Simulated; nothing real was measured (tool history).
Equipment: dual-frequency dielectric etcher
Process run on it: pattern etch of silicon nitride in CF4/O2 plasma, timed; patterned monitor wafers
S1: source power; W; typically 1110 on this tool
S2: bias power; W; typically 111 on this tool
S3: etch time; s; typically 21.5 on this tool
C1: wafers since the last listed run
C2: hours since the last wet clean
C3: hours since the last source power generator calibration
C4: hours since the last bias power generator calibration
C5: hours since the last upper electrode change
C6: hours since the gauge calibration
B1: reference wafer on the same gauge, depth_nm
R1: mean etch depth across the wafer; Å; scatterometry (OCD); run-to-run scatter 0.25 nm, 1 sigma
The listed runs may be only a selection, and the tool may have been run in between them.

run 1 day=0.000 | S1=1110 S2=129 S3=21.5 | C1=0 C2=381.5 C3=2223.5 C4=137.7 C5=323.0 C6=3883.0 | B1=78.0 | R1=834
-- day=1.312 gauge calibrated
run 2 day=3.358 | S1=1110 S2=129 S3=21.5 | C1=1749 C2=462.1 C3=2304.1 C4=218.3 C5=403.6 C6=49.1 | B1=78.1 | R1=832
run 3 day=6.467 | S1=1110 S2=129 S3=21.5 | C1=1619 C2=536.7 C3=2378.7 C4=292.9 C5=478.2 C6=123.7 | B1=78.0 | R1=838
run 4 day=8.392 | S1=1110 S2=119 S3=21.5 | C1=1002 C2=582.9 C3=2424.9 C4=339.1 C5=524.4 C6=169.9 | B1=78.0 | R1=819
-- day=11.283 wet clean of the chamber
run 5 day=11.304 | S1=1110 S2=119 S3=21.5 | C1=996 C2=0.5 C3=2494.8 C4=409.0 C5=594.3 C6=239.8 | B1=78.0 | R1=799
run 6 day=12.358 | S1=1110 S2=111 S3=21.5 | C1=549 C2=25.8 C3=2520.1 C4=434.3 C5=619.6 C6=265.1 | B1=78.0 | R1=784
run 7 day=14.217 | S1=1110 S2=111 S3=21.5 | C1=968 C2=70.4 C3=2564.7 C4=478.9 C5=664.2 C6=309.7 | B1=78.0 | R1=785
run 8 day=17.021 | S1=1110 S2=111 S3=21.5 | C1=1460 C2=137.7 C3=2632.0 C4=546.2 C5=731.5 C6=377.0 | B1=78.0 | R1=788
-- day=17.642 source power generator calibrated
run 9 day=19.233 | S1=1110 S2=111 S3=21.5 | C1=1065 C2=190.8 C3=38.2 C4=599.3 C5=784.6 C6=430.1 | B1=77.9 | R1=785
run 10 day=21.000 | S1=910 S2=111 S3=23.5 | C1=920 C2=233.2 C3=80.6 C4=641.7 C5=827.0 C6=472.5 | B1=78.0 | R1=792
run 11 day=24.554 | S1=1110 S2=111 S3=25.5 | C1=1851 C2=318.5 C3=165.9 C4=727.0 C5=912.3 C6=557.8 | B1=78.0 | R1=941
run 12 day=28.900 | S1=1110 S2=111 S3=21.5 | C1=2264 C2=422.8 C3=270.2 C4=831.3 C5=1016.6 C6=662.1 | B1=78.0 | R1=794
run 13 day=32.600 | S1=1110 S2=111 S3=25.0 | C1=1927 C2=511.6 C3=359.0 C4=920.1 C5=1105.4 C6=750.9 | B1=78.0 | R1=922
-- day=35.888 wet clean of the chamber
run 14 day=35.908 | S1=1110 S2=111 S3=21.5 | C1=1202 C2=0.5 C3=438.4 C4=999.5 C5=1184.8 C6=830.3 | B1=78.1 | R1=785
run 15 day=37.579 | S1=910 S2=111 S3=23.5 | C1=870 C2=40.6 C3=478.5 C4=1039.6 C5=1224.9 C6=870.4 | B1=78.0 | R1=789
run 16 day=44.600 | S1=940 S2=111 S3=21.5 | C1=3657 C2=209.1 C3=647.0 C4=1208.1 C5=1393.4 C6=1038.9 | B1=78.0 | R1=736
run 17 day=46.329 | S1=1110 S2=111 S3=27.5 | C1=900 C2=250.6 C3=688.5 C4=1249.6 C5=1434.9 C6=1080.4 | B1=77.9 | R1=1014
run 18 day=48.583 | S1=1260 S2=119 S3=25.5 | C1=1174 C2=304.7 C3=742.6 C4=1303.7 C5=1489.0 C6=1134.5 | B1=78.0 | R1=1022
run 19 day=51.446 | S1=1110 S2=103 S3=21.5 | C1=1491 C2=373.4 C3=811.3 C4=1372.4 C5=1557.7 C6=1203.2 | B1=78.0 | R1=775
run 20 day=53.988 | S1=970 S2=95 S3=24.0 | C1=1324 C2=434.4 C3=872.3 C4=1433.4 C5=1618.7 C6=1264.2 | B1=78.0 | R1=798
run 21 day=58.438 | S1=910 S2=123 S3=19.5 | C1=2318 C2=541.2 C3=979.1 C4=1540.2 C5=1725.5 C6=1371.0 | B1=78.0 | R1=693
run 22 day=60.917 | S1=1110 S2=111 S3=21.5 | C1=1291 C2=600.7 C3=1038.6 C4=1599.7 C5=1785.0 C6=1430.5 | B1=78.0 | R1=803
-- day=62.854 wet clean of the chamber
run 23 day=62.950 | S1=1280 S2=121 S3=25.5 | C1=538 C2=2.3 C3=1087.4 C4=1648.5 C5=1833.8 C6=1479.3 | B1=78.0 | R1=1020
run 24 day=67.088 | S1=1300 S2=111 S3=18.0 | C1=2155 C2=101.6 C3=1186.7 C4=1747.8 C5=1933.1 C6=1578.6 | B1=77.9 | R1=712
run 25 day=71.096 | S1=1110 S2=96 S3=21.5 | C1=2088 C2=197.8 C3=1282.9 C4=1844.0 C5=2029.3 C6=1674.8 | B1=78.0 | R1=759
run 26 day=74.296 | S1=890 S2=91 S3=15.0 | C1=1667 C2=274.6 C3=1359.7 C4=1920.8 C5=2106.1 C6=1751.6 | B1=78.0 | R1=470
run 27 day=77.196 | S1=1110 S2=99 S3=21.5 | C1=1510 C2=344.2 C3=1429.3 C4=1990.4 C5=2175.7 C6=1821.2 | B1=78.0 | R1=767

Run 28 has not been measured yet. What should we expect?
run 28 day=79.321 | S1=1200 S2=111 S3=26.5 | C1=1107 C2=395.2 C3=1480.3 C4=2041.4 C5=2226.7 C6=1872.2 | B1=? | R1=?

B1: 78.0
R1: 1019 Å
On a tool with no hidden condition, and with the same random variation, this run would have come out at R1 997 Å.
